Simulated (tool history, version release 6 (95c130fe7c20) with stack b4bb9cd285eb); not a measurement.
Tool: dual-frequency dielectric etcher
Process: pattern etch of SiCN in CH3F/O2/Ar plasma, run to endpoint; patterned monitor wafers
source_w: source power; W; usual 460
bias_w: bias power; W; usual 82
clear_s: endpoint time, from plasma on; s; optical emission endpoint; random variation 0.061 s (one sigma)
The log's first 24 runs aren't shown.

run,hour,source_w,bias_w,wafers since the last listed run,hours since the last wet clean,hours since the last source power generator calibration,hours since the last bias power generator calibration,hours since the last upper electrode change,"incoming incoming film thickness, nm",clear_s
25,2178.6,460,82,695,102.7,1145.5,1362.7,72,7.24,17.7
26,2269.3,350,68,1367,193.4,1236.2,1453.4,162.7,7.22,20
27,2361.1,530,76,1384,285.2,1328,1545.2,254.5,7.24,18
28,2404.3,460,82,651,328.4,1371.2,1588.4,297.7,7.2,17.9
29,2486.7,540,82,1242,410.8,1453.6,1670.8,380.1,7.28,17.6
30,2593.4,460,82,1609,517.5,1560.3,1777.5,486.8,7.2,18.2
# hour 2619.7: source power generator calibrated
31,2659.3,460,94,933,583.4,39.6,1843.4,552.7,7.18,17.3
# hour 2757.4: wet clean of the chamber
32,2757.9,510,74,1125,0.5,138.2,1942,651.3,7.22,18
33,2799.3,340,82,624,41.9,179.6,1983.4,692.7,7.2,18.7
34,2893.1,460,82,1414,135.7,273.4,2077.2,786.5,7.21,17.7
35,2982.9,410,92,1354,225.5,363.2,2167,876.3,7.17,17.5

4 ways to go on from here, each from the tool as it stands after run 35. What would each give?
A,2983.3,550,82,6,225.9,363.6,2167.4,876.7,7.25,?
B,2983.3,570,82,6,225.9,363.6,2167.4,876.7,7.25,?
C,2983.3,420,89,6,225.9,363.6,2167.4,876.7,7.25,?
D,2983.3,560,82,6,225.9,363.6,2167.4,876.7,7.25,?

run,clear_s
A,17.3
B,17.2
C,17.7
D,17.3
Without the tool's hidden state the same runs would have given:
run,clear_s
A,16.7
B,16.6
C,17
D,16.6
